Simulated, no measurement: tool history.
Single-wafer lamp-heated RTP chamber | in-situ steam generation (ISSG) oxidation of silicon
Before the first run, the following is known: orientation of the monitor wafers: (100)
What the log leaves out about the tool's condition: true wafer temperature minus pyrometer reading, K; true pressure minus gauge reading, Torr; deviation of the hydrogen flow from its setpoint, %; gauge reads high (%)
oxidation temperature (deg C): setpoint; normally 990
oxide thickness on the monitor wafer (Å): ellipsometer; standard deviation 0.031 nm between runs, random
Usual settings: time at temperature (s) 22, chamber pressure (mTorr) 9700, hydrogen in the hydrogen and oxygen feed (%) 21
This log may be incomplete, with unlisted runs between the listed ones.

run,hour,oxidation temperature (deg C),time at temperature (s),chamber pressure (mTorr),hydrogen in the hydrogen and oxygen feed (%),wafers since the last listed run,wafers since the last pyrometer calibration,hours since the pressure gauge was zeroed,hours since the hydrogen flow controller was replaced,hours since the gauge calibration,"read-back reference wafer on the same gauge, thickness",oxide thickness on the monitor wafer (Å)
1,0,990,22,9700,21,0,3052,991.1,5791,148.6,6.298,59.64
2,57.8,990,22,9700,21,294,3347,1048.9,5848.8,206.4,6.307,60.73
3,88.5,990,22,9700,21,156,3503,1079.6,5879.5,237.1,6.299,60.05
4,149,990,22,9700,21,308,3811,1140.1,5940,297.6,6.307,59.74
5,178.8,990,22,9700,21,151,3963,1169.9,5969.8,327.4,6.321,60.37
6,209.9,990,22,9700,21,158,4121,1201,6000.9,358.5,6.312,60.05
7,280.3,990,22,9700,21,358,4480,1271.4,6071.3,428.9,6.301,60.21
8,335.3,990,22,9700,24,280,4760,1326.4,6126.3,483.9,6.317,62.13
9,398.3,1006,22,9000,17,320,5081,1389.4,6189.3,546.9,6.314,62.7
# hour 420.6: pressure gauge zeroed
# hour 427.1: gauge calibrated
10,568.3,985,30,9700,21,825,5906,147.7,6359.3,141.2,6.319,69.73
11,631.4,1001,25,10200,24,321,6227,210.8,6422.4,204.3,6.298,69.15
# hour 646.8: hydrogen flow controller replaced
12,688.9,1009,26,10200,12,252,6479,268.3,42.1,261.8,6.304,64.29
# hour 697.8: pyrometer window cleaned and pyrometer calibrated
13,740.3,990,22,9700,21,221,216,319.7,93.5,313.2,6.304,62.58
14,780.4,985,22,9100,21,204,420,359.8,133.6,353.3,6.309,61.74
15,827.9,990,22,9700,30,241,662,407.3,181.1,400.8,6.32,67.55
# hour 890.4: pyrometer window cleaned and pyrometer calibrated, repeated, since the last time left the tool worse
# hour 920.7: gauge calibrated
16,975.2,990,14,8300,21,709,431,554.6,328.4,54.5,6.306,49.79
17,1016.3,980,14,10200,15,209,641,595.7,369.5,95.6,6.315,43.48

How the hidden state differs across the entries between the runs, from the last listed run before each to the first after it:
Runs 9 to 10: pressure gauge zeroed (hour 420.6); gauge calibrated (hour 427.1)
  true wafer temperature minus pyrometer reading, K: 4.64 -> 6.11
  measured value less the no-hidden-state value, oxide thickness on the monitor wafer (Å): +1.27 -> +1.78
Runs 11 to 12: hydrogen flow controller replaced (hour 646.8)
  true wafer temperature minus pyrometer reading, K: 6.71 -> 7.29
  measured value less the no-hidden-state value, oxide thickness on the monitor wafer (Å): +2.03 -> +2.15
Runs 12 to 13: pyrometer window cleaned and pyrometer calibrated (hour 697.8)
  true wafer temperature minus pyrometer reading, K: 7.29 -> 12.9
  measured value less the no-hidden-state value, oxide thickness on the monitor wafer (Å): +2.15 -> +3.21
Runs 15 to 16: pyrometer window cleaned and pyrometer calibrated, repeated, since the last time left the tool worse (hour 890.4); gauge calibrated (hour 920.7)
  true wafer temperature minus pyrometer reading, K: 12.9 -> 0.0303
  measured value less the no-hidden-state value, oxide thickness on the monitor wafer (Å): +3.49 -> +0

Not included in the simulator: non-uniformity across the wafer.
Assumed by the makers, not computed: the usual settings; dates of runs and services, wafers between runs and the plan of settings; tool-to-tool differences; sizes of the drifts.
